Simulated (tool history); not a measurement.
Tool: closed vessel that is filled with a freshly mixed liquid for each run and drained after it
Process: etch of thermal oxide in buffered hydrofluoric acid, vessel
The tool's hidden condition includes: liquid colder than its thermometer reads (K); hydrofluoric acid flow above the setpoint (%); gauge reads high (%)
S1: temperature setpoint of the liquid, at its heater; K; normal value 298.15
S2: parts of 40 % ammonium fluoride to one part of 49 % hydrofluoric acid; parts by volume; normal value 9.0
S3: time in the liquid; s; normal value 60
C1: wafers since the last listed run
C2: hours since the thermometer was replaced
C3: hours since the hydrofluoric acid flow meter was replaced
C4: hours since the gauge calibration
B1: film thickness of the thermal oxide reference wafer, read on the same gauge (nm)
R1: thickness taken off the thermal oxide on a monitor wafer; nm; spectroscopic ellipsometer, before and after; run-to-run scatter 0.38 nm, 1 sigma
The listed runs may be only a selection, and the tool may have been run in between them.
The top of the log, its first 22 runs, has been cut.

{"run": 23, "hour": 1145.1, "S1": 299.65, "S2": 9.0, "S3": 30, "C1": 4561, "C2": 700.0, "C3": 75.1, "C4": 197.0, "B1": 40.06, "R1": 42.23}
{"run": 24, "hour": 1170.3, "S1": 298.15, "S2": 9.0, "S3": 60, "C1": 1866, "C2": 725.2, "C3": 100.3, "C4": 222.2, "B1": 40.04, "R1": 77.87}
{"run": 25, "hour": 1194.6, "S1": 298.15, "S2": 9.0, "S3": 60, "C1": 1799, "C2": 749.5, "C3": 124.6, "C4": 246.5, "B1": 39.99, "R1": 77.75}
{"run": 26, "hour": 1220.0, "S1": 300.15, "S2": 9.5, "S3": 60, "C1": 1880, "C2": 774.9, "C3": 150.0, "C4": 271.9, "B1": 39.95, "R1": 83.97}
{"run": 27, "hour": 1268.4, "S1": 300.65, "S2": 6.0, "S3": 30, "C1": 3584, "C2": 823.3, "C3": 198.4, "C4": 320.3, "B1": 39.97, "R1": 66.43}
{"run": 28, "hour": 1298.8, "S1": 298.15, "S2": 8.0, "S3": 90, "C1": 2251, "C2": 853.7, "C3": 228.8, "C4": 350.7, "B1": 40.01, "R1": 131.74}
{"run": 29, "hour": 1370.3, "S1": 298.15, "S2": 7.0, "S3": 85, "C1": 5294, "C2": 925.2, "C3": 300.3, "C4": 422.2, "B1": 40.01, "R1": 142.78}
{"run": 30, "hour": 1434.4, "S1": 298.15, "S2": 9.0, "S3": 60, "C1": 4746, "C2": 989.3, "C3": 364.4, "C4": 486.3, "B1": 40.03, "R1": 76.76}
{"run": 31, "hour": 1476.4, "S1": 298.15, "S2": 12.0, "S3": 60, "C1": 3110, "C2": 1031.3, "C3": 406.4, "C4": 528.3, "B1": 39.99, "R1": 60.01}
{"run": 32, "hour": 1500.6, "S1": 298.15, "S2": 9.0, "S3": 80, "C1": 1792, "C2": 1055.5, "C3": 430.6, "C4": 552.5, "B1": 39.97, "R1": 102.79}
{"run": 33, "hour": 1538.2, "S1": 293.15, "S2": 10.0, "S3": 60, "C1": 2784, "C2": 1093.1, "C3": 468.2, "C4": 590.1, "B1": 40.02, "R1": 54.23}

Forecast each of these 4 alternatives for the next run:
{"run": "A", "hour": 1538.9, "S1": 298.15, "S2": 6.0, "S3": 60, "C1": 51, "C2": 1093.8, "C3": 468.9, "C4": 590.8, "B1": "?", "R1": "?"}
{"run": "B", "hour": 1538.9, "S1": 298.15, "S2": 7.5, "S3": 60, "C1": 51, "C2": 1093.8, "C3": 468.9, "C4": 590.8, "B1": "?", "R1": "?"}
{"run": "C", "hour": 1538.9, "S1": 298.15, "S2": 11.0, "S3": 60, "C1": 51, "C2": 1093.8, "C3": 468.9, "C4": 590.8, "B1": "?", "R1": "?"}
{"run": "D", "hour": 1538.9, "S1": 295.65, "S2": 9.0, "S3": 45, "C1": 51, "C2": 1093.8, "C3": 468.9, "C4": 590.8, "B1": "?", "R1": "?"}

run=A B1=39.96 R1=115.17
run=B B1=39.96 R1=93.54
run=C B1=39.96 R1=65.48
run=D B1=39.96 R1=50.19
Without the tool's hidden state the same runs would have given:
run=A R1=120.73
run=B R1=98.06
run=C R1=68.65
run=D R1=52.66
